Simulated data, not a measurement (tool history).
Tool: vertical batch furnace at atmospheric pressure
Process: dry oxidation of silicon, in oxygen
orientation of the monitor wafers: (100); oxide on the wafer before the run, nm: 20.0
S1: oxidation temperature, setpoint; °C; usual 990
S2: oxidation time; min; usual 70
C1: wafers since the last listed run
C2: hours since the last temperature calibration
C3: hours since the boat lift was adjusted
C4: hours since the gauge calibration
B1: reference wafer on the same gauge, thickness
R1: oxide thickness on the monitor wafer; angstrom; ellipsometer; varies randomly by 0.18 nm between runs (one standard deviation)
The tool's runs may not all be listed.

| run | hour | S1 | S2 | C1 | C2 | C3 | C4 | B1 | R1 |
|---|---|---|---|---|---|---|---|---|---|
| 1 | 0 | 990 | 70 | 0 | 3909 | 994.3 | 824.4 | 57.98 | 561.6 |
| 2 | 38 | 1009 | 70 | 481 | 3947 | 1032.3 | 862.4 | 58.03 | 654.1 |
| 3 | 68.4 | 1001 | 70 | 384 | 3977.4 | 1062.7 | 892.8 | 57.97 | 611.1 |
| 4 | 106.8 | 1000 | 70 | 486 | 4015.8 | 1101.1 | 931.2 | 57.96 | 606.7 |
| 5 | 175.6 | 1000 | 70 | 871 | 4084.6 | 1169.9 | 1000 | 57.99 | 606.1 |
| 6 | 256.8 | 1000 | 70 | 1028 | 4165.8 | 1251.1 | 1081.2 | 57.97 | 607 |
| 7 | 285.6 | 990 | 70 | 364 | 4194.6 | 1279.9 | 1110 | 57.99 | 561.4 |
| 8 | 339.5 | 990 | 70 | 682 | 4248.5 | 1333.8 | 1163.9 | 58.02 | 561.2 |
| 9 | 366.7 | 990 | 70 | 344 | 4275.7 | 1361 | 1191.1 | 57.99 | 563.9 |
| 10 | 498.3 | 990 | 70 | 1666 | 4407.3 | 1492.6 | 1322.7 | 58 | 561.9 |
|  | 543.7 | thermocouples replaced and temperature profile calibrated |
| 11 | 544.2 | 990 | 42 | 277 | 0.5 | 1538.5 | 1368.6 | 58 | 416.4 |
| 12 | 580.1 | 990 | 42 | 454 | 36.4 | 1574.4 | 1404.5 | 58.02 | 419.1 |
|  | 639.4 | boat lift adjusted |
| 13 | 642.3 | 990 | 42 | 483 | 98.6 | 2.9 | 1466.7 | 57.99 | 427.9 |
| 14 | 710 | 997 | 70 | 857 | 166.3 | 70.6 | 1534.4 | 58.01 | 585.7 |
| 15 | 765.3 | 990 | 88.5 | 700 | 221.6 | 125.9 | 1589.7 | 57.96 | 634.7 |
| 16 | 789.9 | 990 | 88.5 | 311 | 246.2 | 150.5 | 1614.3 | 58 | 631.8 |
|  | 800.6 | gauge calibrated |
| 17 | 814.2 | 990 | 88.5 | 307 | 270.5 | 174.8 | 13.6 | 57.99 | 633.9 |
| 18 | 879.8 | 990 | 70 | 830 | 336.1 | 240.4 | 79.2 | 57.99 | 554.5 |
| 19 | 937.9 | 998 | 59.5 | 735 | 394.2 | 298.5 | 137.3 | 57.99 | 540.3 |
| 20 | 1003.9 | 990 | 70 | 835 | 460.2 | 364.5 | 203.3 | 57.99 | 551.9 |
| 21 | 1067.3 | 971 | 89.5 | 802 | 523.6 | 427.9 | 266.7 | 58.02 | 563.1 |
| 22 | 1092.8 | 1001 | 70 | 322 | 549.1 | 453.4 | 292.2 | 58 | 604.3 |
| 23 | 1153.6 | 980 | 49.5 | 769 | 609.9 | 514.2 | 353 | 58.04 | 433.8 |
| 24 | 1194.6 | 980 | 86.5 | 519 | 650.9 | 555.2 | 394 | 58.03 | 585.2 |
| 25 | 1228.8 | 1006 | 79 | 433 | 685.1 | 589.4 | 428.2 | 58 | 671.3 |
| 26 | 1264.5 | 990 | 95.5 | 452 | 720.8 | 625.1 | 463.9 | 58.01 | 664.2 |
| 27 | 1314.2 | 982 | 37 | 629 | 770.5 | 674.8 | 513.6 | 57.99 | 385.5 |
| 28 | 1354.8 | 990 | 70 | 514 | 811.1 | 715.4 | 554.2 | 58.03 | 554.4 |
| 29 | 1402.1 | 981 | 101 | 598 | 858.4 | 762.7 | 601.5 | 58.01 | 644.6 |
| 30 | 1472.6 | 990 | 46 | 892 | 928.9 | 833.2 | 672 | 58.02 | 443.4 |
| 31 | 1511.6 | 1008 | 38 | 493 | 967.9 | 872.2 | 711 | 57.97 | 460.8 |
| 32 | 1579.5 | 990 | 70 | 859 | 1035.8 | 940.1 | 778.9 | 58 | 555.5 |
| 33 | 1618.4 | 974 | 70 | 492 | 1074.7 | 979 | 817.8 | 57.99 | 505.7 |
| 34 | 1648.3 | 1011 | 40.5 | 378 | 1104.6 | 1008.9 | 847.7 | 58 | 489.4 |
| 35 | 1694.8 | 1000 | 58.5 | 588 | 1151.1 | 1055.4 | 894.2 | 57.99 | 543.7 |
| 36 | 1764.2 | 1004 | 45 | 878 | 1220.5 | 1124.8 | 963.6 | 58.02 | 486.5 |
| 37 | 1882.7 | 981 | 70 | 1500 | 1339 | 1243.3 | 1082.1 | 57.99 | 522.9 |
| 38 | 1946.2 | 979 | 96.5 | 804 | 1402.5 | 1306.8 | 1145.6 | 57.97 | 616.2 |
| 39 | 2010.1 | 980 | 70 | 809 | 1466.4 | 1370.7 | 1209.5 | 58 | 519.9 |

Below are 4 alternative next runs, each starting from the tool's condition after run 39. Predict each:
| A | 2015.8 | 990 | 70 | 72 | 1472.1 | 1376.4 | 1215.2 | ? | ? |
| B | 2015.8 | 1004 | 70 | 72 | 1472.1 | 1376.4 | 1215.2 | ? | ? |
| C | 2015.8 | 1015 | 70 | 72 | 1472.1 | 1376.4 | 1215.2 | ? | ? |
| D | 2015.8 | 1008 | 40 | 72 | 1472.1 | 1376.4 | 1215.2 | ? | ? |

| run | B1 | R1 |
|---|---|---|
| A | 58 | 557.7 |
| B | 58 | 622 |
| C | 58 | 680.8 |
| D | 58 | 475.6 |
With the hidden condition removed and each run's random variation left untouched, the same runs would have given:
| run | R1 |
|---|---|
| A | 557.9 |
| B | 622.2 |
| C | 681.1 |
| D | 475.8 |
